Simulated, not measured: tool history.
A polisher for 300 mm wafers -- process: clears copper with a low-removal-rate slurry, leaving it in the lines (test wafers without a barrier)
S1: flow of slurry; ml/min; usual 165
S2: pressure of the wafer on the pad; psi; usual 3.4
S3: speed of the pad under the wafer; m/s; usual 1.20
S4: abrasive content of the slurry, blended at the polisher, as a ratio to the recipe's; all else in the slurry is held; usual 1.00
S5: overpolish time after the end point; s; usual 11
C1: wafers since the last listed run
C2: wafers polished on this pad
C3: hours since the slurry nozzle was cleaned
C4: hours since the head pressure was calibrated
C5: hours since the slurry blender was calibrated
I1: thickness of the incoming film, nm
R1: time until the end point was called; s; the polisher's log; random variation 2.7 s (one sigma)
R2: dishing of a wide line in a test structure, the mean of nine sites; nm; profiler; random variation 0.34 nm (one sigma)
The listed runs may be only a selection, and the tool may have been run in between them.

run	hour	S1	S2	S3	S4	S5	C1	C2	C3	C4	C5	I1	R1	R2
1	0.0	165	3.4	1.20	1.00	16	0	586	208.1	935.5	17.4	640.9	174.2	29.7
2	13.2	165	3.4	1.20	1.00	16	81	667	221.3	948.7	30.6	644.9	176.9	29.6
# hour 62.3: worn pad replaced by a new one
3	71.4	165	3.4	1.20	0.75	11	333	55	279.5	1006.9	88.8	639.9	188.8	21.5
4	88.8	165	3.4	1.20	0.75	11	107	163	296.9	1024.3	106.2	648.5	196.4	21.4
5	112.2	165	3.4	1.20	1.00	11	144	307	320.3	1047.7	129.6	651.2	186.5	22.4
# hour 118.0: slurry blender recalibrated
6	136.2	165	3.4	1.20	1.00	11	135	442	344.3	1071.7	18.2	648.4	177.7	23.4
7	179.9	165	3.4	1.20	1.00	11	269	711	388.0	1115.4	61.9	643.8	177.7	23.1
8	214.4	165	3.4	1.20	1.00	11	212	924	422.5	1149.9	96.4	633.1	175.0	22.2
9	232.3	140	3.4	1.20	1.00	11	110	1034	440.4	1167.8	114.3	651.2	189.6	21.6
# hour 233.6: slurry nozzle cleaned
# hour 277.6: worn pad replaced by a new one
# hour 298.5: slurry blender recalibrated
# hour 315.6: head pressure recalibrated
10	316.9	140	3.4	1.20	1.00	11	465	217	83.3	1.3	18.4	647.8	180.7	22.9
11	332.1	130	3.4	1.20	1.00	11	93	310	98.5	16.5	33.6	644.7	177.8	22.9
12	363.2	165	2.5	1.20	0.75	11	191	502	129.6	47.6	64.7	637.7	229.3	19.0
13	392.6	165	3.4	1.20	1.00	11	181	683	159.0	77.0	94.1	653.8	180.1	22.9
14	419.5	140	3.0	0.98	1.00	11	165	848	185.9	103.9	121.0	644.2	250.9	18.0
15	433.7	190	4.5	1.20	0.80	16	87	936	200.1	118.1	135.2	636.9	153.7	31.2
# hour 443.9: slurry blender recalibrated
# hour 465.9: worn pad replaced by a new one
16	466.4	165	3.4	1.20	1.00	11	164	2	232.8	150.8	22.5	635.9	173.4	23.4

The next listed run, before its measurement:
17	499.5	165	3.4	1.20	1.00	11	203	206	265.9	183.9	55.6	634.4	?	?

Run 17 produced R1 174.8 s, R2 23.3 nm.
With the hidden condition absent and the run-to-run variation left alone, this run would have shown R1 172.0 s, R2 23.6 nm.

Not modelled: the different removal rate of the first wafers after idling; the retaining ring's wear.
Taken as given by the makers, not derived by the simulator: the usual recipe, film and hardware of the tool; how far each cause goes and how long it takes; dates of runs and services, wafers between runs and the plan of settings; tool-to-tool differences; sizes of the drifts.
